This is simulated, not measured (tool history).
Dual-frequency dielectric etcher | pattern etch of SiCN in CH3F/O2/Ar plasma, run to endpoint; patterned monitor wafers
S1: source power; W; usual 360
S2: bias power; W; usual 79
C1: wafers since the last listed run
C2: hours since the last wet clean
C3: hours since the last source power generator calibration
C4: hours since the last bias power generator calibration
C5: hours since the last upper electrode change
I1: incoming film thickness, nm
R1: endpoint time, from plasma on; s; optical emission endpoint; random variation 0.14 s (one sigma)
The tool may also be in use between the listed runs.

Run 1, hour 0.0: usual settings; C1 0; C2 286.6; C3 2820.6; C4 4327.8; C5 4161.9; I1 8.61. Result: R1 25.8 s.
Run 2, hour 8.6: usual settings; C1 83; C2 295.2; C3 2829.2; C4 4336.4; C5 4170.5; I1 8.60. Result: R1 25.5 s.
Run 3, hour 25.2: usual settings but S1 410 W, S2 87 W; C1 161; C2 311.8; C3 2845.8; C4 4353.0; C5 4187.1; I1 8.65. Result: R1 23.0 s.
Run 4, hour 36.3: usual settings but S1 410 W, S2 87 W; C1 107; C2 322.9; C3 2856.9; C4 4364.1; C5 4198.2; I1 8.60. Result: R1 23.0 s.
Run 5, hour 56.8: usual settings but S1 410 W, S2 87 W; C1 199; C2 343.4; C3 2877.4; C4 4384.6; C5 4218.7; I1 8.57. Result: R1 23.1 s.
Run 6, hour 69.0: usual settings; C1 118; C2 355.6; C3 2889.6; C4 4396.8; C5 4230.9; I1 8.49. Result: R1 25.7 s.
Run 7, hour 86.9: usual settings; C1 174; C2 373.5; C3 2907.5; C4 4414.7; C5 4248.8; I1 8.61. Result: R1 25.9 s.
Run 8, hour 93.6: usual settings; C1 65; C2 380.2; C3 2914.2; C4 4421.4; C5 4255.5; I1 8.56. Result: R1 25.6 s.
Run 9, hour 105.0: usual settings; C1 110; C2 391.6; C3 2925.6; C4 4432.8; C5 4266.9; I1 8.56. Result: R1 25.8 s.
At hour 132.0: wet clean of the chamber.
Run 10, hour 132.5: usual settings; C1 34; C2 0.5; C3 2953.1; C4 4460.3; C5 4294.4; I1 8.58. Result: R1 25.0 s.
Run 11, hour 132.8: usual settings; C1 2; C2 0.8; C3 2953.4; C4 4460.6; C5 4294.7; I1 8.65. Result: R1 25.1 s.
Run 12, hour 146.2: usual settings; C1 130; C2 14.2; C3 2966.8; C4 4474.0; C5 4308.1; I1 8.53. Result: R1 24.8 s.
Run 13, hour 152.3: usual settings; C1 59; C2 20.3; C3 2972.9; C4 4480.1; C5 4314.2; I1 8.50. Result: R1 24.4 s.
At hour 188.0: upper electrode replaced.
Run 14, hour 188.5: usual settings; C1 118; C2 56.5; C3 3009.1; C4 4516.3; C5 0.5; I1 8.61. Result: R1 25.0 s.
Run 15, hour 188.9: usual settings; C1 3; C2 56.9; C3 3009.5; C4 4516.7; C5 0.9; I1 8.63. Result: R1 25.3 s.
At hour 196.5: source power generator calibrated.
Run 16, hour 197.0: usual settings but S1 410 W, S2 91 W; C1 39; C2 65.0; C3 0.5; C4 4524.8; C5 9.0; I1 8.57. Result: R1 22.2 s.
Run 17, hour 202.9: usual settings but S1 410 W, S2 87 W; C1 57; C2 70.9; C3 6.4; C4 4530.7; C5 14.9; I1 8.59. Result: R1 22.5 s.
Run 18, hour 213.3: usual settings but S2 66 W; C1 101; C2 81.3; C3 16.8; C4 4541.1; C5 25.3; I1 8.61. Result: R1 27.5 s.
Run 19, hour 223.2: usual settings; C1 96; C2 91.2; C3 26.7; C4 4551.0; C5 35.2; I1 8.62. Result: R1 25.5 s.
At hour 255.7: bias power generator calibrated.
Run 20, hour 256.2: usual settings but S1 410 W, S2 68 W; C1 282; C2 124.2; C3 59.7; C4 0.5; C5 68.2; I1 8.67. Result: R1 25.7 s.
Run 21, hour 270.7: usual settings but S1 410 W, S2 87 W; C1 141; C2 138.7; C3 74.2; C4 15.0; C5 82.7; I1 8.61. Result: R1 22.9 s.
Run 22, hour 283.9: usual settings; C1 128; C2 151.9; C3 87.4; C4 28.2; C5 95.9; I1 8.65. Result: R1 25.6 s.
Run 23, hour 290.9: usual settings but S1 450 W, S2 65 W; C1 68; C2 158.9; C3 94.4; C4 35.2; C5 102.9; I1 8.63. Result: R1 24.6 s.
Run 24, hour 298.2: usual settings but S1 420 W, S2 64 W; C1 71; C2 166.2; C3 101.7; C4 42.5; C5 110.2; I1 8.65. Result: R1 26.1 s.
Run 25, hour 342.9: usual settings but S2 98 W; C1 434; C2 210.9; C3 146.4; C4 87.2; C5 154.9; I1 8.66. Result: R1 22.9 s.
Run 26, hour 353.5: usual settings but S1 400 W, S2 93 W; C1 103; C2 221.5; C3 157.0; C4 97.8; C5 165.5; I1 8.60. Result: R1 22.3 s.
Run 27, hour 370.5: usual settings; C1 165; C2 238.5; C3 174.0; C4 114.8; C5 182.5; I1 8.62. Result: R1 25.6 s.
Run 28, hour 383.4: usual settings but S1 420 W, S2 74 W; C1 125; C2 251.4; C3 186.9; C4 127.7; C5 195.4; I1 8.64. Result: R1 24.4 s.
Run 29, hour 391.0: usual settings; C1 73; C2 259.0; C3 194.5; C4 135.3; C5 203.0; I1 8.63. Result: R1 25.6 s.
Run 30, hour 402.7: usual settings but S2 88 W; C1 113; C2 270.7; C3 206.2; C4 147.0; C5 214.7; I1 8.61. Result: R1 24.2 s.
Run 31, hour 413.4: usual settings but S2 93 W; C1 104; C2 281.4; C3 216.9; C4 157.7; C5 225.4; I1 8.56. Result: R1 23.6 s.
Run 32, hour 461.2: usual settings but S1 310 W, S2 88 W; C1 464; C2 329.2; C3 264.7; C4 205.5; C5 273.2; I1 8.58. Result: R1 26.1 s.
Run 33, hour 479.1: usual settings but S1 320 W; C1 174; C2 347.1; C3 282.6; C4 223.4; C5 291.1; I1 8.59. Result: R1 27.3 s.
Run 34, hour 486.3: usual settings but S1 450 W, S2 90 W; C1 70; C2 354.3; C3 289.8; C4 230.6; C5 298.3; I1 8.61. Result: R1 21.8 s.
Run 35, hour 497.0: usual settings but S1 450 W, S2 73 W; C1 104; C2 365.0; C3 300.5; C4 241.3; C5 309.0; I1 8.63. Result: R1 24.0 s.

5 ways to go on from here, each from the tool as it stands after run 35. What would each give?
Run A, hour 497.4: usual settings; C1 3; C2 365.4; C3 300.9; C4 241.7; C5 309.4; I1 8.55. Result: R1 ?.
Run B, hour 497.4: usual settings but S1 400 W, S2 65 W; C1 3; C2 365.4; C3 300.9; C4 241.7; C5 309.4; I1 8.55. Result: R1 ?.
Run C, hour 497.4: usual settings but S2 64 W; C1 3; C2 365.4; C3 300.9; C4 241.7; C5 309.4; I1 8.55. Result: R1 ?.
Run D, hour 497.4: usual settings but S1 450 W, S2 86 W; C1 3; C2 365.4; C3 300.9; C4 241.7; C5 309.4; I1 8.55. Result: R1 ?.
Run E, hour 497.4: usual settings but S1 390 W, S2 92 W; C1 3; C2 365.4; C3 300.9; C4 241.7; C5 309.4; I1 8.55. Result: R1 ?.

run    R1
  A  25.8
  B  26.8
  C  28.5
  D  22.3
  E  23.1
Without the tool's hidden state the same runs would have given:
run    R1
  A  24.9
  B  25.9
  C  27.5
  D  21.5
  E  22.3

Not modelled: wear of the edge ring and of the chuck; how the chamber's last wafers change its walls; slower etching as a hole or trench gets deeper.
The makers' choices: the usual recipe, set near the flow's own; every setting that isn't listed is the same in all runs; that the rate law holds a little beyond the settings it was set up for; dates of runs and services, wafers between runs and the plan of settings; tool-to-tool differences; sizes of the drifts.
